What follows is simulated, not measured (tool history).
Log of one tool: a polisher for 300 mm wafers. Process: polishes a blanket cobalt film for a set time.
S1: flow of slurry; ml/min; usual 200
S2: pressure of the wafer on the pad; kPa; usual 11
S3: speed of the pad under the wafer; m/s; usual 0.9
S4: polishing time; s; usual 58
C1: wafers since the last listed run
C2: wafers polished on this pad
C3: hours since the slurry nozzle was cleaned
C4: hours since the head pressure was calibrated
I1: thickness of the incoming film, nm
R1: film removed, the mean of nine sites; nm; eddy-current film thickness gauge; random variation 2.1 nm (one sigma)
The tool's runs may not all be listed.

run	hour	S1	S2	S3	S4	C1	C2	C3	C4	I1	R1
1	0	200	11	0.9	58	0	355	36.4	1098.5	1145.8	227
2	17.4	200	11	0.9	58	227	583	53.8	1115.9	1174.2	222.9
3	31.5	200	11	0.9	58	184	767	67.9	1130	1161.9	227
4	44.6	200	11	0.9	58	171	939	81	1143.1	1168.5	226.3
5	52.5	200	11	0.9	58	103	1042	88.9	1151	1163.3	223
# hour 65.8: worn pad replaced by a new one
6	66.3	200	11	0.9	58	128	6	102.7	1164.8	1188.3	242.1
7	116.6	200	11	0.9	58	658	664	153	1215.1	1165.7	223.8
8	126.3	200	11	0.9	58	126	791	162.7	1224.8	1169.7	223.7
9	135.2	200	11	0.9	58	116	908	171.6	1233.7	1187.8	221.7
10	152.9	200	11	0.9	50	231	1139	189.3	1251.4	1185.4	190
# hour 170.9: worn pad replaced by a new one
11	171.4	200	11	0.9	50	189	5	207.8	1269.9	1154.9	201.2
12	178.9	200	11	0.9	50	98	104	215.3	1277.4	1166.6	203.3
13	190.7	200	11	0.9	58	154	258	227.1	1289.2	1161.1	229.9
14	201	200	11	0.9	58	134	393	237.4	1299.5	1151.3	224.4
15	209.6	200	11	0.9	58	112	505	246	1308.1	1191.1	223
16	219.3	200	13.8	0.9	58	126	632	255.7	1317.8	1185.9	282.7
17	225.6	200	13.8	0.9	58	82	715	262	1324.1	1172.8	279.7
18	237.5	200	13.8	0.9	58	155	870	273.9	1336	1187.1	276.7
19	253.5	245	11	0.9	49	209	1080	289.9	1352	1165	189.3
# hour 265.8: slurry nozzle cleaned
20	266.3	200	8.3	0.9	58	154	1234	0.5	1364.8	1167.5	162.6
# hour 275.6: worn pad replaced by a new one
21	276.1	200	9	0.9	66	75	6	10.3	1374.6	1161.8	218.6
22	287.3	145	11	1.18	58	146	153	21.5	1385.8	1180.2	276.3
23	293.3	140	11	1.2	58	78	231	27.5	1391.8	1170.1	271.6
24	303.4	200	11	0.9	58	132	363	37.6	1401.9	1173.6	222.3
# hour 315.5: head pressure recalibrated
25	320.1	200	11	0.9	58	192	556	54.3	4.6	1158	227
26	335.2	230	11	0.9	58	197	753	69.4	19.7	1158.4	223.9
27	350.7	200	11	0.9	63	202	956	84.9	35.2	1184	238
28	364.4	200	11	0.9	58	179	1136	98.6	48.9	1163	217.2
# hour 382.9: worn pad replaced by a new one
29	383.4	200	11	0.9	58	196	6	117.6	67.9	1177.3	238.5
30	398.8	200	13.1	0.9	58	201	208	133	83.3	1194.3	276.9
31	422.3	250	11	0.9	52	307	515	156.5	106.8	1173.5	207.3
32	435.2	200	11	0.9	45	168	684	169.4	119.7	1152.4	174.6
33	446.9	130	11	0.8	58	153	837	181.1	131.4	1170.3	199.2
34	464	200	11	0.9	58	223	1061	198.2	148.5	1170.6	220.4
35	477.8	150	8.3	0.9	58	180	1242	212	162.3	1151.7	159.9
# hour 487.6: worn pad replaced by a new one
36	488.1	200	9.7	0.9	48	82	6	222.3	172.6	1171.3	174.4
37	497.5	200	11	0.9	58	123	129	231.7	182	1162.1	233.5
38	511.3	200	11	0.9	71	180	309	245.5	195.8	1176.3	280.9

Hidden state at the last listed run before each entry between runs and at the first one after, where it differs:
Between runs 5 and 6: worn pad replaced by a new one (hour 65.8)
  removal rate lost through wear of the pad, %: 7.63 -> 0.667
  measured less the result without the state, R1: -18.4 -> -1.6 nm
Between runs 10 and 11: worn pad replaced by a new one (hour 170.9)
  removal rate lost through wear of the pad, %: 8.28 -> 0.718
  measured less the result without the state, R1: -17.2 -> -1.4 nm
Between runs 19 and 20: slurry nozzle cleaned (hour 265.8)
  removal rate lost through wear of the pad, %: 8.25 -> 8.48
  measured less the result without the state, R1: -17 -> -15.1 nm
Between runs 20 and 21: worn pad replaced by a new one (hour 275.6)
  removal rate lost through wear of the pad, %: 8.48 -> 0.874
  measured less the result without the state, R1: -15.1 -> -1.9 nm
Between runs 24 and 25: head pressure recalibrated (hour 315.5)
  removal rate lost through wear of the pad, %: 5.43 -> 6.86
  measured less the result without the state, R1: -12.8 -> -16.7 nm
Between runs 28 and 29: worn pad replaced by a new one (hour 382.9)
  removal rate lost through wear of the pad, %: 8.52 -> 0.186
  measured less the result without the state, R1: -20.3 -> -0.4 nm
Between runs 35 and 36: worn pad replaced by a new one (hour 487.6)
  removal rate lost through wear of the pad, %: 7.93 -> 0.45
  measured less the result without the state, R1: -13.8 -> -0.8 nm
